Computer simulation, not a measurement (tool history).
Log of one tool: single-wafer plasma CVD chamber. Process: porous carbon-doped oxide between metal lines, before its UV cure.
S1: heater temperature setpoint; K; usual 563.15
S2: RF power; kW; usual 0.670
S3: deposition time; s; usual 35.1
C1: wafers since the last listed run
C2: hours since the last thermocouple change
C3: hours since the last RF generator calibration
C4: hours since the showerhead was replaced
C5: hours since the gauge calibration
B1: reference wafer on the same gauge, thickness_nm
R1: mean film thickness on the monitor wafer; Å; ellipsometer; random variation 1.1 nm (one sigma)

run,hour,S1,S2,S3,C1,C2,C3,C4,C5,B1,R1
1,0.0,563.15,0.670,35.1,0,1896.0,556.1,5462.9,328.0,285.806,2593.94
2,61.8,570.15,0.695,35.1,1229,1957.8,617.9,5524.7,389.8,286.137,2515.94
# hour 142.2: gauge calibrated
3,147.8,570.15,0.695,35.1,1711,2043.8,703.9,5610.7,5.6,286.080,2508.60
4,238.1,570.15,0.695,35.1,1797,2134.1,794.2,5701.0,95.9,286.039,2499.28
5,344.1,559.15,0.670,35.1,2109,2240.1,900.2,5807.0,201.9,285.955,2628.51
6,448.2,563.15,0.670,35.1,2071,2344.2,1004.3,5911.1,306.0,285.682,2547.84
# hour 496.5: thermocouple changed; heater temperature recalibrated
7,554.4,563.15,0.670,35.1,1954,57.9,1110.5,6017.3,412.2,285.869,2553.73
8,591.6,572.15,0.590,32.4,740,95.1,1147.7,6054.5,449.4,285.788,2145.14
9,636.8,574.15,0.670,29.0,899,140.3,1192.9,6099.7,494.6,286.004,1992.97
# hour 684.9: gauge calibrated
# hour 729.6: RF generator calibrated
10,735.2,563.15,0.670,35.1,1799,238.7,5.6,6198.1,50.3,285.939,2597.45
# hour 759.7: showerhead replaced
11,831.6,570.15,0.570,35.1,1759,335.1,102.0,71.9,146.7,286.352,2403.08
12,867.8,563.15,0.775,31.5,720,371.3,138.2,108.1,182.9,286.072,2461.41
13,928.0,567.15,0.705,32.9,1198,431.5,198.4,168.3,243.1,285.998,2444.85
14,970.3,563.15,0.670,30.3,841,473.8,240.7,210.6,285.4,286.146,2238.30

Forecast each of these 5 alternatives for the next run:
A,970.7,563.15,0.670,35.1,7,474.2,241.1,211.0,285.8,?,?
B,970.7,563.15,0.710,35.1,7,474.2,241.1,211.0,285.8,?,?
C,970.7,552.15,0.540,37.6,7,474.2,241.1,211.0,285.8,?,?
D,970.7,567.15,0.780,35.1,7,474.2,241.1,211.0,285.8,?,?
E,970.7,563.15,0.670,31.2,7,474.2,241.1,211.0,285.8,?,?

run,B1,R1
A,286.131,2606.08
B,286.131,2655.87
C,286.131,2769.02
D,286.131,2685.17
E,286.131,2324.25
Without the tool's hidden state the same runs would have given:
run,R1
A,2611.36
B,2661.25
C,2774.72
D,2690.62
E,2328.96

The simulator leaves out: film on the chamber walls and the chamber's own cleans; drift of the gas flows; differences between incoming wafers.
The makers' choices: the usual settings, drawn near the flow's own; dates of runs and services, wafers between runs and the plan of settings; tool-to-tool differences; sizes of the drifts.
